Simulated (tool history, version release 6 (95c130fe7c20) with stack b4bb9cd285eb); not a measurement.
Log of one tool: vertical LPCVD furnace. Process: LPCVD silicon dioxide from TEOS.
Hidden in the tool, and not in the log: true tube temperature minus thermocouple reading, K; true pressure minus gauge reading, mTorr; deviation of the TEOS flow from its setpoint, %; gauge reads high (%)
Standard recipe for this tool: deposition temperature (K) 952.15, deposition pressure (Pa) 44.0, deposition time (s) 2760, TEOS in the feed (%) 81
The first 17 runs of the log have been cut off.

run    hour  deposition temperature (K)  deposition pressure (Pa)  deposition time (s)  TEOS in the feed (%)  wafers since the last listed run  hours since the last temperature calibration  hours since the pressure gauge was zeroed  hours since the TEOS flow controller was replaced  hours since the gauge calibration  read-back reference wafer on the same gauge, thickness  film thickness on the monitor wafer in the middle of the boat (angstrom)
 18  1276.3                      941.15                      34.7                 2250                    74                              1484                                        3049.6                                     4253.2                                              117.1                             2804.3                                                  191.89                                                                    1275.6
     1375.0  -- pressure gauge zeroed
 19  1380.5                      952.15                      44.0                 2760                    81                              1280                                        3153.8                                        5.5                                              221.3                             2908.5                                                  191.98                                                                    2407.8
     1441.8  -- gauge calibrated
 20  1458.1                      952.15                      44.0                 2760                    69                              1238                                        3231.4                                       83.1                                              298.9                               16.3                                                  191.97                                                                    2259.5
 21  1563.0                      952.15                      44.0                 3720                    87                              1674                                        3336.3                                      188.0                                              403.8                              121.2                                                  191.86                                                                    3417.1
     1598.6  -- thermocouples replaced and temperature profile calibrated
 22  1646.9                      952.15                      44.0                 2760                    81                               956                                          48.3                                      271.9                                              487.7                              205.1                                                  191.83                                                                    2217.4
 23  1692.1                      945.15                      36.0                 3540                    66                               721                                          93.5                                      317.1                                              532.9                              250.3                                                  192.09                                                                    1990.2
 24  1728.3                      952.15                      40.7                 1680                    81                               577                                         129.7                                      353.3                                              569.1                              286.5                                                  191.88                                                                    1314.3
 25  1819.4                      952.15                      44.0                 3570                    81                              1454                                         220.8                                      444.4                                              660.2                              377.6                                                  191.99                                                                    2894.7
 26  1883.9                      952.15                      51.3                 2520                    81                              1029                                         285.3                                      508.9                                              724.7                              442.1                                                  192.03                                                                    2206.7
 27  1973.2                      952.15                      44.0                 3150                    81                              1425                                         374.6                                      598.2                                              814.0                              531.4                                                  192.00                                                                    2571.5
 28  2051.7                      952.15                      44.0                 3660                    70                              1252                                         453.1                                      676.7                                              892.5                              609.9                                                  191.70                                                                    2755.8
 29  2096.0                      952.15                      44.0                 2760                    81                               707                                         497.4                                      721.0                                              936.8                              654.2                                                  192.06                                                                    2252.4
 30  2192.4                      943.15                      44.0                 2760                    81                              1538                                         593.8                                      817.4                                             1033.2                              750.6                                                  192.22                                                                    1801.8
 31  2252.5                      963.15                      44.0                 2250                    81                               959                                         653.9                                      877.5                                             1093.3                              810.7                                                  192.02                                                                    2379.7
 32  2354.6                      952.15                      44.0                 2760                    81                              1629                                         756.0                                      979.6                                             1195.4                              912.8                                                  191.92                                                                    2227.9

Forecast each of these 3 alternatives for the next run:
  A  2359.3                      952.15                      44.0                 2760                    81                                75                                         760.7                                      984.3                                             1200.1                              917.5                                                       ?                                                                         ?
  B  2359.3                      952.15                      39.3                 2760                    71                                75                                         760.7                                      984.3                                             1200.1                              917.5                                                       ?                                                                         ?
  C  2359.3                      963.15                      44.0                 2760                    81                                75                                         760.7                                      984.3                                             1200.1                              917.5                                                       ?                                                                         ?

run  read-back reference wafer on the same gauge, thickness  film thickness on the monitor wafer in the middle of the boat (angstrom)
  A                                                  192.22                                                                    2263.1
  B                                                  192.22                                                                    2003.3
  C                                                  192.22                                                                    2947.3
The same runs, with their run-to-run variation unchanged, on a tool lacking any hidden condition would have given:
run  film thickness on the monitor wafer in the middle of the boat (angstrom)
  A                                                                    2249.9
  B                                                                    1991.6
  C                                                                    2930.5
